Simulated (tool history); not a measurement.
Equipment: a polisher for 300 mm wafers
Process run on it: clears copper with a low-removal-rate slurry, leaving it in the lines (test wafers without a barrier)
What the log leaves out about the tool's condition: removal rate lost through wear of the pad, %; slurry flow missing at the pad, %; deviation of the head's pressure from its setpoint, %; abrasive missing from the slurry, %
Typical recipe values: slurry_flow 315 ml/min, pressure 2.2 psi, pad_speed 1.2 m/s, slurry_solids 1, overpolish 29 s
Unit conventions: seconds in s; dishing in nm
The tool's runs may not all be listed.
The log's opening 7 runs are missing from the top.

run   hour  slurry_flow  pressure  pad_speed  slurry_solids  overpolish  wafers since the last listed run  wafers polished on this pad  hours since the slurry nozzle was cleaned  hours since the head pressure was calibrated  hours since the slurry blender was calibrated  incoming thickness of the incoming film, nm  seconds  dishing
  8  150.7          315       2.2        1.2              1          29                                44                         1121                                       42.5                                          59.9                                           55.1                                        278.1     98.7     58.2
     156.8  -- worn pad replaced by a new one
  9  168.2          315       2.2        1.2              1          29                                67                           57                                         60                                          77.4                                           72.6                                        280.1       98     56.9
 10    179          315         2        1.2              1          36                                54                          111                                       70.8                                          88.2                                           83.4                                        281.7    108.9     62.6
 11  191.1          315       2.2        1.2              1          29                                60                          172                                       82.9                                         100.3                                           95.5                                        278.8     97.6     59.6
 12  201.5          260       2.2       1.52           1.15          34                                52                          225                                       93.3                                         110.7                                          105.9                                        279.8     77.1     79.6
 13  209.4          315       2.2        1.2              1          29                                39                          264                                      101.2                                         118.6                                          113.8                                        277.6     97.9     58.7
 14  216.5          315       2.2        1.2              1          29                                35                          300                                      108.3                                         125.7                                          120.9                                        279.7     97.6     56.8
 15  223.1          315       2.2        1.2              1          14                                33                          333                                      114.9                                         132.3                                          127.5                                        280.4     99.1     30.9
     234.1  -- slurry blender recalibrated
 16  235.7          385       2.2        1.2              1          29                                53                          387                                      127.5                                         144.9                                            1.6                                        276.5     91.3     62.1
 17  252.1          315       2.2        1.2              1          29                                82                          469                                      143.9                                         161.3                                             18                                        281.6     96.5     58.3
 18  266.5          315         2       1.42            1.1          34                                72                          542                                      158.3                                         175.7                                           32.4                                          280     89.5       73
 19  273.8          360       2.2        1.2              1          29                                36                          579                                      165.6                                           183                                           39.7                                        276.8     95.7     59.4
 20    283          315       2.2        1.2              1          29                                46                          625                                      174.8                                         192.2                                           48.9                                          283     97.5     59.6
 21  290.5          315       1.5       1.38              1          15                                37                          663                                      182.3                                         199.7                                           56.4                                        276.5    122.4     25.5
 22  308.3          315       2.2        1.2              1          35                                89                          752                                      200.1                                         217.5                                           74.2                                        279.7     97.4     66.7
 23  329.9          250       1.5       1.04            0.9          29                               108                          861                                      221.7                                         239.1                                           95.8                                        285.4    177.1     34.9
     342.9  -- worn pad replaced by a new one
 24  343.9          315       2.2        1.2              1          29                                50                            5                                      235.7                                         253.1                                          109.8                                          282     99.5     55.4
 25  352.2          225       1.5        1.2              1          34                                41                           47                                        244                                         261.4                                          118.1                                          280      152     43.4
 26  366.8          315       2.7        1.2              1          29                                73                          120                                      258.6                                           276                                          132.7                                        280.2     81.1     68.5
     373.2  -- slurry blender recalibrated
 27  379.4          315       2.2        1.2            1.1          29                                53                          174                                      271.2                                         288.6                                            6.2                                        284.3     93.4     59.4
 28  390.6          315       2.2        1.2              1          29                                56                          230                                      282.4                                         299.8                                           17.4                                        281.3     94.9     59.5
 29  398.7          315       1.6        1.1              1          38                                40                          271                                      290.5                                         307.9                                           25.5                                        279.9    143.4     51.6
 30  406.9          315       2.2        1.2              1          29                                41                          312                                      298.7                                         316.1                                           33.7                                        278.8     97.1     57.8

Here are 3 independent what-if runs from the current tool condition. What would each one return?
  A  407.4          315       2.2        1.2              1          29                                 2                          315                                      299.2                                         316.6                                           34.2                                        281.1        ?        ?
  B  407.4          315       2.9       1.56              1          29                                 2                          315                                      299.2                                         316.6                                           34.2                                        281.1        ?        ?
  C  407.4          315       2.2       0.88            0.9          17                                 2                          315                                      299.2                                         316.6                                           34.2                                        281.1        ?        ?

run  seconds  dishing
  A     97.3     56.5
  B     56.8     87.3
  C    134.6       27
With the hidden condition removed and each run's random variation left untouched, the same runs would have given:
run  seconds  dishing
  A     94.1     58.1
  B     54.9     89.4
  C    130.2     27.8

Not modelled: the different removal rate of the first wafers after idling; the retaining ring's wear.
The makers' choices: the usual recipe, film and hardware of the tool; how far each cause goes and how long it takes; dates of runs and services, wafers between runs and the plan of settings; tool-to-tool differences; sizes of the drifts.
